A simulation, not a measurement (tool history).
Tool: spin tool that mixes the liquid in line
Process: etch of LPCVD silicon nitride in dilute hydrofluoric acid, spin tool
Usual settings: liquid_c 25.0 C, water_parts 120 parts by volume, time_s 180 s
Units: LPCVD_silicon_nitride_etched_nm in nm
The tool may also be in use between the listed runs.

run,hour,liquid_c,water_parts,time_s,wafers since the last listed run,hours since the thermometer was replaced,hours since the hydrofluoric acid flow meter was replaced,hours since the gauge calibration,"read-back film thickness of the LPCVD silicon nitride reference wafer, read on the same gauge (nm)",LPCVD_silicon_nitride_etched_nm
1,0.0,25.0,105,130,0,1044.8,1564.5,109.2,90.043,0.543
2,12.9,22.5,120,180,78,1057.7,1577.4,122.1,89.988,0.566
3,26.3,22.5,120,180,81,1071.1,1590.8,135.5,89.993,0.607
4,46.3,22.5,120,180,121,1091.1,1610.8,155.5,90.045,0.575
5,60.7,25.0,120,180,87,1105.5,1625.2,169.9,90.071,0.679
6,75.6,25.0,80,180,90,1120.4,1640.1,184.8,90.027,1.026
7,93.3,25.0,120,180,107,1138.1,1657.8,202.5,89.997,0.712
8,107.1,25.0,120,180,83,1151.9,1671.6,216.3,90.071,0.701
9,124.3,25.0,120,180,104,1169.1,1688.8,233.5,89.952,0.707
# hour 133.3: gauge calibrated
10,139.0,25.0,120,180,89,1183.8,1703.5,5.7,90.003,0.638
11,146.4,25.0,120,180,44,1191.2,1710.9,13.1,90.016,0.664
12,156.9,25.0,120,240,63,1201.7,1721.4,23.6,89.996,0.882
13,174.7,25.0,120,180,108,1219.5,1739.2,41.4,89.998,0.674
14,184.8,29.0,120,115,61,1229.6,1749.3,51.5,89.999,0.548
# hour 188.3: thermometer replaced
15,190.9,28.5,160,220,30,2.6,1755.4,57.6,90.014,0.768
# hour 198.6: hydrofluoric acid flow meter replaced
16,202.5,20.0,165,180,64,14.2,3.9,69.2,90.019,0.354
17,217.4,20.0,120,180,90,29.1,18.8,84.1,90.036,0.467
18,234.0,20.0,155,220,100,45.7,35.4,100.7,90.001,0.486
19,243.9,25.0,120,180,60,55.6,45.3,110.6,90.028,0.688
20,254.2,25.0,120,180,62,65.9,55.6,120.9,90.029,0.736

4 ways to go on from here, each from the tool as it stands after run 20. What would each give?
A,254.7,25.0,120,95,3,66.4,56.1,121.4,?,?
B,254.7,21.5,175,215,3,66.4,56.1,121.4,?,?
C,254.7,27.5,165,240,3,66.4,56.1,121.4,?,?
D,254.7,21.0,180,260,3,66.4,56.1,121.4,?,?

run,"read-back film thickness of the LPCVD silicon nitride reference wafer, read on the same gauge (nm)",LPCVD_silicon_nitride_etched_nm
A,90.020,0.361
B,90.020,0.449
C,90.020,0.778
D,90.020,0.511
Without the tool's hidden state the same runs would have given:
run,LPCVD_silicon_nitride_etched_nm
A,0.361
B,0.449
C,0.778
D,0.511

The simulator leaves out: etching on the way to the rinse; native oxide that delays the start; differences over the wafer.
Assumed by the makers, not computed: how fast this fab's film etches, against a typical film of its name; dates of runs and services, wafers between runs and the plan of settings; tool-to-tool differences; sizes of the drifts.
